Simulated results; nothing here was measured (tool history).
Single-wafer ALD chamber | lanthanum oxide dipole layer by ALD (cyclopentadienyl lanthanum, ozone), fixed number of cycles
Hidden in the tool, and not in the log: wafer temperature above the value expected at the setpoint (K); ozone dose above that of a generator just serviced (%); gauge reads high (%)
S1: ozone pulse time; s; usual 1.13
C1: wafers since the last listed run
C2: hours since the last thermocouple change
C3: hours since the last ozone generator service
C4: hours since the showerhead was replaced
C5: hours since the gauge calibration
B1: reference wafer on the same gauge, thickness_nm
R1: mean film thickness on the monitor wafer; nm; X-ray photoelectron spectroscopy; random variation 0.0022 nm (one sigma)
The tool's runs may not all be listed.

Run 1, hour 0: usual settings; C1 0; C2 1012.5; C3 1464.1; C4 5679.7; C5 257.9; B1 0.483. Result: R1 0.407 nm.
Run 2, hour 24.9: usual settings; C1 431; C2 1037.4; C3 1489; C4 5704.6; C5 282.8; B1 0.484. Result: R1 0.407 nm.
Run 3, hour 59: usual settings; C1 590; C2 1071.5; C3 1523.1; C4 5738.7; C5 316.9; B1 0.484. Result: R1 0.405 nm.
Run 4, hour 72.8: usual settings; C1 238; C2 1085.3; C3 1536.9; C4 5752.5; C5 330.7; B1 0.484. Result: R1 0.405 nm.
Run 5, hour 87.1: usual settings; C1 247; C2 1099.6; C3 1551.2; C4 5766.8; C5 345; B1 0.484. Result: R1 0.405 nm.
Run 6, hour 156.6: usual settings but S1 1.36 s; C1 1203; C2 1169.1; C3 1620.7; C4 5836.3; C5 414.5; B1 0.484. Result: R1 0.435 nm.
At hour 176: gauge calibrated.
Run 7, hour 177.8: usual settings; C1 367; C2 1190.3; C3 1641.9; C4 5857.5; C5 1.8; B1 0.484. Result: R1 0.402 nm.
At hour 188.7: ozone generator serviced.
At hour 195.4: thermocouple changed; heater temperature recalibrated.
At hour 203.1: showerhead replaced.
Run 8, hour 209.1: usual settings but S1 1.33 s; C1 152; C2 13.7; C3 20.4; C4 6; C5 33.1; B1 0.484. Result: R1 0.473 nm.
Run 9, hour 223.1: usual settings but S1 0.97 s; C1 242; C2 27.7; C3 34.4; C4 20; C5 47.1; B1 0.484. Result: R1 0.429 nm.
Run 10, hour 254.3: usual settings but S1 0.77 s; C1 540; C2 58.9; C3 65.6; C4 51.2; C5 78.3; B1 0.483. Result: R1 0.382 nm.
Run 11, hour 274.5: usual settings but S1 0.96 s; C1 349; C2 79.1; C3 85.8; C4 71.4; C5 98.5; B1 0.484. Result: R1 0.423 nm.
Run 12, hour 298.1: usual settings; C1 408; C2 102.7; C3 109.4; C4 95; C5 122.1; B1 0.484. Result: R1 0.447 nm.
Run 13, hour 344.5: usual settings but S1 0.99 s; C1 803; C2 149.1; C3 155.8; C4 141.4; C5 168.5; B1 0.484. Result: R1 0.422 nm.
Run 14, hour 363.8: usual settings but S1 1.36 s; C1 334; C2 168.4; C3 175.1; C4 160.7; C5 187.8; B1 0.484. Result: R1 0.469 nm.

Hidden state at the last listed run before each entry between runs and at the first one after, where it differs:
Between runs 6 and 7: gauge calibrated (hour 176)
  ozone dose above that of a generator just serviced (%): -30.7 -> -30.8
  measured less the result without the state, R1: -0.05 -> -0.062 nm
Between runs 7 and 8: ozone generator serviced (hour 188.7); thermocouple changed; heater temperature recalibrated (hour 195.4); showerhead replaced (hour 203.1)
  ozone dose above that of a generator just serviced (%): -30.8 -> -7.88
  measured less the result without the state, R1: -0.062 -> -0.009 nm

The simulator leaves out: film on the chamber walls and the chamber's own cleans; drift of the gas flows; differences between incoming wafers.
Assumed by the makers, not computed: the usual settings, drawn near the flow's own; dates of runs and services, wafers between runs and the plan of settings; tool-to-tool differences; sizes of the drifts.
